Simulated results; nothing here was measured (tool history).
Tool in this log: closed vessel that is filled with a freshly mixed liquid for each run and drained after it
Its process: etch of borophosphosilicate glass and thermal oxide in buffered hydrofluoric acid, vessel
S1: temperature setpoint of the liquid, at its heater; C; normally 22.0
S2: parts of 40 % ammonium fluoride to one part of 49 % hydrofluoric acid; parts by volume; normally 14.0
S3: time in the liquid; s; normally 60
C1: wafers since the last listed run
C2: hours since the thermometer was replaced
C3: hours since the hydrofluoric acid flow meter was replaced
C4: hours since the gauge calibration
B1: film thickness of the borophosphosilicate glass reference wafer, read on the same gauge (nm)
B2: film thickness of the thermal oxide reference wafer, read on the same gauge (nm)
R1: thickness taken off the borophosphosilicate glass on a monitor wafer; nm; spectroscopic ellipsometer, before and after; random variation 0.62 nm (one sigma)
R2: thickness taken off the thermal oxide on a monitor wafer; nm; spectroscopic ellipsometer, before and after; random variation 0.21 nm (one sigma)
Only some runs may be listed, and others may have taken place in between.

run 1 hour=0.0 | S1=22.0 S2=16.0 S3=60 | C1=0 C2=185.1 C3=1162.3 C4=704.7 | B1=150.04 B2=119.99 | R1=55.54 R2=37.77
run 2 hour=52.0 | S1=22.0 S2=16.0 S3=60 | C1=6930 C2=237.1 C3=1214.3 C4=756.7 | B1=150.00 B2=119.97 | R1=55.61 R2=37.67
run 3 hour=95.0 | S1=22.0 S2=11.0 S3=60 | C1=5730 C2=280.1 C3=1257.3 C4=799.7 | B1=150.00 B2=120.01 | R1=81.91 R2=54.48
run 4 hour=143.0 | S1=22.0 S2=11.0 S3=60 | C1=6397 C2=328.1 C3=1305.3 C4=847.7 | B1=150.01 B2=119.99 | R1=81.51 R2=54.64
run 5 hour=240.7 | S1=22.0 S2=11.0 S3=60 | C1=13020 C2=425.8 C3=1403.0 C4=945.4 | B1=150.01 B2=120.01 | R1=81.80 R2=54.31
run 6 hour=344.6 | S1=22.0 S2=14.0 S3=60 | C1=13847 C2=529.7 C3=1506.9 C4=1049.3 | B1=149.97 B2=119.98 | R1=64.07 R2=43.14
run 7 hour=449.7 | S1=22.0 S2=14.0 S3=60 | C1=14007 C2=634.8 C3=1612.0 C4=1154.4 | B1=150.00 B2=120.03 | R1=63.52 R2=42.71
run 8 hour=542.3 | S1=22.0 S2=14.0 S3=60 | C1=12341 C2=727.4 C3=1704.6 C4=1247.0 | B1=150.03 B2=119.99 | R1=63.67 R2=43.22
-- hour=638.4 hydrofluoric acid flow meter replaced
run 9 hour=641.8 | S1=22.0 S2=14.0 S3=60 | C1=13127 C2=826.9 C3=3.4 C4=1346.5 | B1=149.98 B2=120.01 | R1=62.41 R2=42.82
run 10 hour=679.7 | S1=22.0 S2=14.0 S3=60 | C1=5051 C2=864.8 C3=41.3 C4=1384.4 | B1=150.00 B2=119.98 | R1=62.75 R2=42.99

What does the tool deliver on the next run?
-- hour=693.3 thermometer replaced
run 11 hour=771.9 | S1=25.5 S2=12.5 S3=30 | C1=12154 C2=78.6 C3=133.5 C4=1476.6 | B1=? B2=? | R1=? R2=?

{"run 11": {"B1": 150.02, "B2": 120.0, "R1": 43.37, "R2": 29.29}}
With the hidden condition absent and the run-to-run variation left alone, this run would have shown R1 43.37 nm, R2 29.29 nm.
